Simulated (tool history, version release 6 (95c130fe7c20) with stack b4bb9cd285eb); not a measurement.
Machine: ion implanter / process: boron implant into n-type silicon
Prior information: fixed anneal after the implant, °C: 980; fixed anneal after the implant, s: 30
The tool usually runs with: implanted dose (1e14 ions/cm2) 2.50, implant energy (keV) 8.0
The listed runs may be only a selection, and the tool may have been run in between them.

run,hour,implanted dose (1e14 ions/cm2),implant energy (keV),wafers since the last listed run,hours since the last dose calibration,hours since the extraction supply was calibrated,hours since the gauge calibration,"read-back reference wafer on the same gauge, sheet resistance",sheet resistance of the implanted and annealed layer (ohm/square)
1,0.0,2.50,10.0,0,1510.1,3909.4,206.6,341.89,384.89
2,15.9,2.50,9.5,446,1526.0,3925.3,222.5,342.13,387.80
3,22.4,2.50,9.5,182,1532.5,3931.8,229.0,341.70,388.77
4,39.2,2.50,9.5,472,1549.3,3948.6,245.8,341.84,387.35
5,50.4,2.50,8.0,314,1560.5,3959.8,257.0,342.03,395.95
6,57.3,2.50,8.0,193,1567.4,3966.7,263.9,342.10,395.50
7,71.3,2.88,8.0,393,1581.4,3980.7,277.9,341.85,350.94
8,82.8,2.88,8.0,323,1592.9,3992.2,289.4,342.09,350.57
9,96.1,2.50,8.0,373,1606.2,4005.5,302.7,341.87,394.46
# hour 109.9: Faraday cup replaced and dose calibrated
10,149.3,2.50,8.0,1270,39.4,4058.7,355.9,342.02,412.23
# hour 153.5: gauge calibrated
11,157.5,2.50,8.0,230,47.6,4066.9,4.0,341.89,411.78
12,164.5,2.86,8.0,196,54.6,4073.9,11.0,342.01,369.37
13,173.7,2.98,8.0,258,63.8,4083.1,20.2,342.17,355.07
14,181.5,2.98,8.0,219,71.6,4090.9,28.0,342.07,355.81
15,189.3,1.88,7.0,219,79.4,4098.7,35.8,341.97,524.84
16,201.3,1.77,6.5,337,91.4,4110.7,47.8,341.96,556.17
17,212.2,2.11,10.0,306,102.3,4121.6,58.7,341.84,459.03
18,226.7,2.74,7.0,407,116.8,4136.1,73.2,341.68,385.73
19,241.9,2.08,8.0,427,132.0,4151.3,88.4,341.96,475.56
20,254.9,2.23,8.0,365,145.0,4164.3,101.4,341.93,450.90
# hour 265.3: extraction supply calibrated
21,265.8,2.50,8.0,81,155.9,0.5,112.3,341.90,409.01
22,275.0,1.88,6.0,258,165.1,9.7,121.5,342.26,532.16
23,281.1,2.01,9.0,171,171.2,15.8,127.6,341.93,480.64

What will run 24 give?
24,294.4,2.50,8.0,373,184.5,29.1,140.9,?,?

Logged for run 24: read-back reference wafer on the same gauge, sheet resistance 341.70, sheet resistance of the implanted and annealed layer (ohm/square) 408.76.
Without the tool's hidden state the same run would have given sheet resistance of the implanted and annealed layer (ohm/square) 410.39.

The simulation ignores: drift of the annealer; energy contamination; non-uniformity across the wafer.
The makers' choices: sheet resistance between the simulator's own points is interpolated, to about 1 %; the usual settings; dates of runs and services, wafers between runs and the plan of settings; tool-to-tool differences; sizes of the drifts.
